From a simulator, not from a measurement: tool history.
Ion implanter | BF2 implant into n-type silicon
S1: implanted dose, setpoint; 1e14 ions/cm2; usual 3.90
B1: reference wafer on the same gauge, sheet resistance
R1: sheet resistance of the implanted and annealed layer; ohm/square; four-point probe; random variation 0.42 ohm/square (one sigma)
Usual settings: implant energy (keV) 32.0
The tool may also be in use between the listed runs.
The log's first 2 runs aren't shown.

run 3 hour=108.3 | S1=2.99 implant_energy_(keV)=35.0 | B1=330.20 | R1=347.10
run 4 hour=152.0 | S1=3.90 implant_energy_(keV)=29.5 | B1=329.90 | R1=280.57
run 5 hour=186.5 | S1=3.90 implant_energy_(keV)=29.5 | B1=329.90 | R1=281.24
run 6 hour=225.3 | S1=3.90 implant_energy_(keV)=32.0 | B1=330.01 | R1=278.99
run 7 hour=251.8 | S1=3.90 implant_energy_(keV)=32.0 | B1=330.09 | R1=278.46
run 8 hour=304.1 | S1=3.90 implant_energy_(keV)=32.0 | B1=329.81 | R1=278.61
run 9 hour=334.0 | S1=3.90 implant_energy_(keV)=36.0 | B1=330.11 | R1=275.11
run 10 hour=384.3 | S1=3.90 implant_energy_(keV)=36.0 | B1=330.09 | R1=275.54
run 11 hour=440.7 | S1=3.90 implant_energy_(keV)=32.0 | B1=329.81 | R1=279.23
run 12 hour=471.5 | S1=3.90 implant_energy_(keV)=32.0 | B1=330.19 | R1=279.18
run 13 hour=507.7 | S1=3.90 implant_energy_(keV)=32.0 | B1=329.88 | R1=278.65
run 14 hour=558.1 | S1=3.90 implant_energy_(keV)=32.0 | B1=329.88 | R1=278.37
run 15 hour=613.2 | S1=3.90 implant_energy_(keV)=32.0 | B1=329.87 | R1=279.06
run 16 hour=644.8 | S1=3.90 implant_energy_(keV)=32.0 | B1=329.90 | R1=278.68
run 17 hour=707.7 | S1=4.83 implant_energy_(keV)=26.5 | B1=329.90 | R1=239.21
run 18 hour=742.0 | S1=3.90 implant_energy_(keV)=32.0 | B1=330.13 | R1=279.63
-- hour=778.8 gauge calibrated
run 19 hour=795.0 | S1=3.90 implant_energy_(keV)=32.0 | B1=329.81 | R1=279.76
run 20 hour=839.2 | S1=4.99 implant_energy_(keV)=32.0 | B1=330.05 | R1=227.00

Forecast run 21:
run 21 hour=910.5 | S1=3.90 implant_energy_(keV)=32.0 | B1=? | R1=?

B1: 329.79
R1: 279.07 ohm/square
Without the tool's hidden state the same run would have given R1 277.20 ohm/square.

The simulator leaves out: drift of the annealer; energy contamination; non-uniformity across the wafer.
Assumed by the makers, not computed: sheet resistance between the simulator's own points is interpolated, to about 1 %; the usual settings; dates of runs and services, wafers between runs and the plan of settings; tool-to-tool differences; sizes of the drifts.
